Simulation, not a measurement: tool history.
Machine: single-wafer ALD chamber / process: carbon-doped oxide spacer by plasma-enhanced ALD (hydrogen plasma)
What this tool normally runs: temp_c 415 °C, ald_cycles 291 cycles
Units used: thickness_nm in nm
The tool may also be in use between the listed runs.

run    hour  temp_c  ald_cycles  wafers since the last listed run  hours since the last thermocouple change  hours since the gauge calibration  read-back reference wafer on the same gauge, thickness_nm  thickness_nm
  1       0     426         322                                 0                                     610.5                             1321.7                                                       14.4        15.254
  2    82.2     426         322                                88                                     692.7                             1403.9                                                     14.409        15.271
  3   120.5     415         291                                41                                       731                             1442.2                                                     14.405        14.242
  4   228.1     406         327                               115                                     838.6                             1549.8                                                      14.39        16.282
  5     318     406         327                                96                                     928.5                             1639.7                                                     14.403        16.343
  6   448.3     406         327                               139                                    1058.8                               1770                                                     14.409        16.262
  7     522     415         291                                79                                    1132.5                             1843.7                                                     14.398        14.208
  8   587.6     415         291                                70                                    1198.1                             1909.3                                                     14.399        14.105
  9   639.6     415         291                                55                                    1250.1                             1961.3                                                     14.393        14.146
 10   698.3     425         291                                63                                    1308.8                               2020                                                     14.399        13.751
 11   751.7     425         291                                57                                    1362.2                             2073.4                                                     14.386        13.789
 12   858.6     406         291                               114                                    1469.1                             2180.3                                                     14.392        14.397
 13   937.4     415         291                                84                                    1547.9                             2259.1                                                       14.4        14.123
      987.4  -- gauge calibrated
 14  1040.3     420         335                               110                                    1650.8                               52.9                                                     14.397         15.91
 15  1083.7     411         291                                46                                    1694.2                               96.3                                                     14.397         14.13
 16  1132.7     403         308                                52                                    1743.2                              145.3                                                     14.403        15.323
 17  1232.8     425         275                               107                                    1843.3                              245.4                                                     14.395          12.9
 18  1329.4     409         271                               103                                    1939.9                                342                                                     14.405        13.279
       1351  -- thermocouple changed; heater temperature recalibrated
 19  1420.2     415         291                                88                                      69.2                              432.8                                                     14.399        14.282
 20    1520     402         269                               107                                       169                              532.6                                                     14.403        13.734
 21  1564.3     415         250                                47                                     213.3                              576.9                                                     14.404        12.373
 22  1648.7     404         291                                90                                     297.7                              661.3                                                     14.397        14.689
 23  1730.6     415         291                                87                                     379.6                              743.2                                                     14.402        14.307
 24  1798.2     405         242                                72                                     447.2                              810.8                                                     14.403        12.219
 25  1865.5     415         291                                72                                     514.5                              878.1                                                     14.393        14.329
 26  1909.9     407         291                                47                                     558.9                              922.5                                                     14.397        14.599

4 options for the next run, each taken on its own from the tool as it stands now. Forecast them:
  A  1910.7     424         291                                 0                                     559.7                              923.3                                                          ?             ?
  B  1910.7     422         263                                 0                                     559.7                              923.3                                                          ?             ?
  C  1910.7     427         307                                 0                                     559.7                              923.3                                                          ?             ?
  D  1910.7     408         309                                 0                                     559.7                              923.3                                                          ?             ?

run  read-back reference wafer on the same gauge, thickness_nm  thickness_nm
  A                                                     14.406        13.864
  B                                                     14.406        12.601
  C                                                     14.406        14.502
  D                                                     14.406        15.388
Stripped of hidden state, with their random variation kept, the same runs would have yielded:
run  thickness_nm
  A        13.849
  B        12.588
  C        14.486
  D        15.373
